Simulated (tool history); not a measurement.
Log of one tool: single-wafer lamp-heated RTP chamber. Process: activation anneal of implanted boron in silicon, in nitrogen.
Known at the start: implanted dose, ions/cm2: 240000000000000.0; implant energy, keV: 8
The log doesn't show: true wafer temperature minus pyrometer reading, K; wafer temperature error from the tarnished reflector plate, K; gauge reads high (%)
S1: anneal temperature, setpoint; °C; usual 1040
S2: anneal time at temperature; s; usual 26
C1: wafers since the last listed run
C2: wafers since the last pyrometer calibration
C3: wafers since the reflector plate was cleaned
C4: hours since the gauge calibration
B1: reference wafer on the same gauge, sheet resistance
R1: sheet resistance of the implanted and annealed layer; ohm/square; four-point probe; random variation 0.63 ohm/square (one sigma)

run 1 hour=0.0 | S1=1040 S2=26 | C1=0 C2=3499 C3=6780 C4=311.5 | B1=446.10 | R1=417.58
run 2 hour=29.7 | S1=1040 S2=26 | C1=226 C2=3725 C3=7007 C4=341.2 | B1=445.78 | R1=418.40
run 3 hour=51.5 | S1=1040 S2=26 | C1=166 C2=3892 C3=7173 C4=363.0 | B1=446.06 | R1=417.81
run 4 hour=71.1 | S1=1040 S2=26 | C1=149 C2=4041 C3=7323 C4=382.6 | B1=445.99 | R1=416.85
run 5 hour=89.9 | S1=1040 S2=26 | C1=143 C2=4185 C3=7466 C4=401.4 | B1=445.77 | R1=418.18
run 6 hour=102.5 | S1=1040 S2=26 | C1=96 C2=4281 C3=7563 C4=414.0 | B1=446.10 | R1=416.86
run 7 hour=130.9 | S1=1020 S2=31 | C1=216 C2=4498 C3=7779 C4=442.4 | B1=445.96 | R1=419.06
run 8 hour=161.9 | S1=1020 S2=31 | C1=236 C2=4735 C3=8016 C4=473.4 | B1=446.08 | R1=419.91
run 9 hour=197.5 | S1=1040 S2=26 | C1=271 C2=5006 C3=8288 C4=509.0 | B1=445.95 | R1=417.70
run 10 hour=219.5 | S1=1040 S2=26 | C1=167 C2=5174 C3=8456 C4=531.0 | B1=446.21 | R1=417.95
run 11 hour=239.5 | S1=1040 S2=26 | C1=152 C2=5327 C3=8608 C4=551.0 | B1=445.86 | R1=416.30
-- hour=251.5 pyrometer window cleaned and pyrometer calibrated
run 12 hour=319.0 | S1=1040 S2=26 | C1=545 C2=515 C3=9154 C4=630.5 | B1=445.61 | R1=418.06
run 13 hour=353.7 | S1=1040 S2=26 | C1=264 C2=780 C3=9419 C4=665.2 | B1=445.93 | R1=417.83
run 14 hour=381.2 | S1=1040 S2=21 | C1=209 C2=990 C3=9629 C4=692.7 | B1=446.24 | R1=417.92
run 15 hour=394.6 | S1=1040 S2=26 | C1=102 C2=1092 C3=9731 C4=706.1 | B1=446.11 | R1=417.98
run 16 hour=425.0 | S1=1051 S2=26 | C1=232 C2=1324 C3=9963 C4=736.5 | B1=445.98 | R1=417.33
run 17 hour=457.2 | S1=1050 S2=41 | C1=245 C2=1570 C3=10209 C4=768.7 | B1=445.86 | R1=413.11
run 18 hour=481.5 | S1=1013 S2=17 | C1=185 C2=1755 C3=10394 C4=793.0 | B1=445.98 | R1=422.87
run 19 hour=512.1 | S1=1040 S2=18 | C1=233 C2=1989 C3=10628 C4=823.6 | B1=445.80 | R1=419.34
run 20 hour=547.1 | S1=1019 S2=26 | C1=267 C2=2256 C3=10895 C4=858.6 | B1=446.33 | R1=421.50
-- hour=565.4 reflector plate cleaned
run 21 hour=565.9 | S1=1032 S2=26 | C1=82 C2=2338 C3=3 C4=877.4 | B1=445.73 | R1=419.31
run 22 hour=587.4 | S1=1040 S2=26 | C1=164 C2=2502 C3=167 C4=898.9 | B1=446.14 | R1=417.72
run 23 hour=606.7 | S1=1040 S2=26 | C1=147 C2=2650 C3=315 C4=918.2 | B1=446.34 | R1=417.89
-- hour=619.8 gauge calibrated
run 24 hour=628.5 | S1=1011 S2=21 | C1=166 C2=2816 C3=481 C4=8.7 | B1=446.14 | R1=422.81
run 25 hour=657.8 | S1=1010 S2=18 | C1=223 C2=3040 C3=705 C4=38.0 | B1=446.28 | R1=423.62
run 26 hour=689.8 | S1=1040 S2=26 | C1=244 C2=3284 C3=949 C4=70.0 | B1=445.92 | R1=418.07
run 27 hour=748.4 | S1=1017 S2=12 | C1=447 C2=3731 C3=1396 C4=128.6 | B1=445.89 | R1=423.98
run 28 hour=774.4 | S1=1040 S2=26 | C1=198 C2=3930 C3=1595 C4=154.6 | B1=446.11 | R1=418.22
run 29 hour=794.1 | S1=1011 S2=26 | C1=150 C2=4080 C3=1745 C4=174.3 | B1=446.18 | R1=422.34

Hidden state at the last listed run before each entry between runs and at the first one after, where it differs:
Between runs 11 and 12: pyrometer window cleaned and pyrometer calibrated (hour 251.5)
  no hidden state differs between the two runs
Between runs 20 and 21: reflector plate cleaned (hour 565.4)
  no hidden state differs between the two runs
Between runs 23 and 24: gauge calibrated (hour 619.8)
  no hidden state differs between the two runs
